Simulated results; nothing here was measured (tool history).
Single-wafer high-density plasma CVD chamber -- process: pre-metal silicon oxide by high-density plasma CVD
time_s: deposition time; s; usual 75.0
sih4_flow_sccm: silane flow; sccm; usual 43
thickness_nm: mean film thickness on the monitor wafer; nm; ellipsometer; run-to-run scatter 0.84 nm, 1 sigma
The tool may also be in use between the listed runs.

run    hour  time_s  sih4_flow_sccm  wafers since the last listed run  hours since the silane flow controller was replaced  hours since the gauge calibration  read-back reference wafer on the same gauge, thickness_nm  thickness_nm
  1     0.0    75.0              38                                 0                                                967.0                              780.4                                                    315.719       298.995
  2   101.3    75.0              38                              1220                                               1068.3                              881.7                                                    315.915       299.724
  3   195.4    75.0              43                              1134                                               1162.4                              975.8                                                    315.767       323.974
  4   257.2    75.0              43                               744                                               1224.2                             1037.6                                                    316.130       323.442
  5   330.4    75.0              43                               882                                               1297.4                             1110.8                                                    316.259       324.886
  6   399.8    75.0              43                               836                                               1366.8                             1180.2                                                    316.032       322.931
  7   640.7    75.0              43                              2903                                               1607.7                             1421.1                                                    315.852       320.905
  8   688.2    75.0              43                               572                                               1655.2                             1468.6                                                    315.997       322.659
  9   741.0    75.0              43                               636                                               1708.0                             1521.4                                                    316.173       321.887
 10   809.3    75.0              43                               823                                               1776.3                             1589.7                                                    316.010       321.112
 11   891.6    75.0              43                               991                                               1858.6                             1672.0                                                    315.930       319.212
 12   989.6    75.0              43                              1181                                               1956.6                             1770.0                                                    315.646       320.936
 13  1072.9    75.0              48                              1003                                               2039.9                             1853.3                                                    315.812       344.506
 14  1162.3    75.0              48                              1077                                               2129.3                             1942.7                                                    316.281       343.768
 15  1212.6    75.0              48                               606                                               2179.6                             1993.0                                                    316.059       344.088
 16  1301.1    75.0              43                              1066                                               2268.1                             2081.5                                                    316.005       319.477
 17  1374.8    75.0              43                               888                                               2341.8                             2155.2                                                    316.226       320.803
 18  1470.3    75.0              43                              1150                                               2437.3                             2250.7                                                    315.737       318.884
 19  1576.8    69.2              47                              1283                                               2543.8                             2357.2                                                    316.081       310.019
 20  1619.6    87.5              43                               515                                               2586.6                             2400.0                                                    315.694       369.802
 21  1666.7    63.3              37                               567                                               2633.7                             2447.1                                                    316.015       243.280
 22  1727.8    75.0              43                               736                                               2694.8                             2508.2                                                    316.097       316.580
 23  1806.9    75.0              43                               953                                               2773.9                             2587.3                                                    316.341       315.304
 24  1889.7    75.0              43                               997                                               2856.7                             2670.1                                                    316.048       316.240
 25  1950.9    75.0              43                               737                                               2917.9                             2731.3                                                    316.017       314.880
 26  2017.7    88.1              49                               805                                               2984.7                             2798.1                                                    315.933       403.921
     2056.8  -- gauge calibrated
     2201.5  -- silane flow controller replaced
 27  2305.4    79.0              35                              3370                                                103.9                              248.6                                                    315.997       299.827
 28  2348.0    75.0              47                               513                                                146.5                              291.2                                                    316.375       342.400
 29  2446.9    84.7              47                              1191                                                245.4                              390.1                                                    315.825       387.776
 30  2516.0    70.7              38                               832                                                314.5                              459.2                                                    316.094       281.734
 31  2562.6    75.0              43                               561                                                361.1                              505.8                                                    316.155       323.972
 32  2607.6    75.0              49                               542                                                406.1                              550.8                                                    316.107       351.738
 33  2685.4    66.4              46                               937                                                483.9                              628.6                                                    316.155       298.554
 34  2756.0    61.2              50                               850                                                554.5                              699.2                                                    316.101       290.492
 35  2812.9    61.4              43                               685                                                611.4                              756.1                                                    316.056       263.291
 36  2918.1    67.3              38                              1267                                                716.6                              861.3                                                    315.911       266.932
 37  2984.1    82.2              38                               795                                                782.6                              927.3                                                    315.692       325.327

Measured minus without-hidden-state, run by run (identical run-to-run variation in each term; gauge scatter may differ):
Hidden state present: delivered silane flow above the setpoint (%); gauge reads high (%).
run  thickness_nm
  1        -0.321
  2        -0.533
  3        -0.810
  4        -0.973
  5        -1.183
  6        -1.382
  7        -2.168
  8        -2.352
  9        -2.546
 10        -2.805
 11        -3.120
 12        -3.556
 13        -4.218
 14        -4.658
 15        -4.925
 16        -5.015
 17        -5.420
 18        -5.904
 19        -6.323
 20        -7.831
 21        -5.366
 22        -7.350
 23        -7.809
 24        -8.363
 25        -8.727
 26       -11.771
 27        -0.871
 28        -1.006
 29        -1.192
 30        -0.903
 31        -1.073
 32        -1.208
 33        -1.096
 34        -1.140
 35        -1.093
 36        -1.237
 37        -1.618
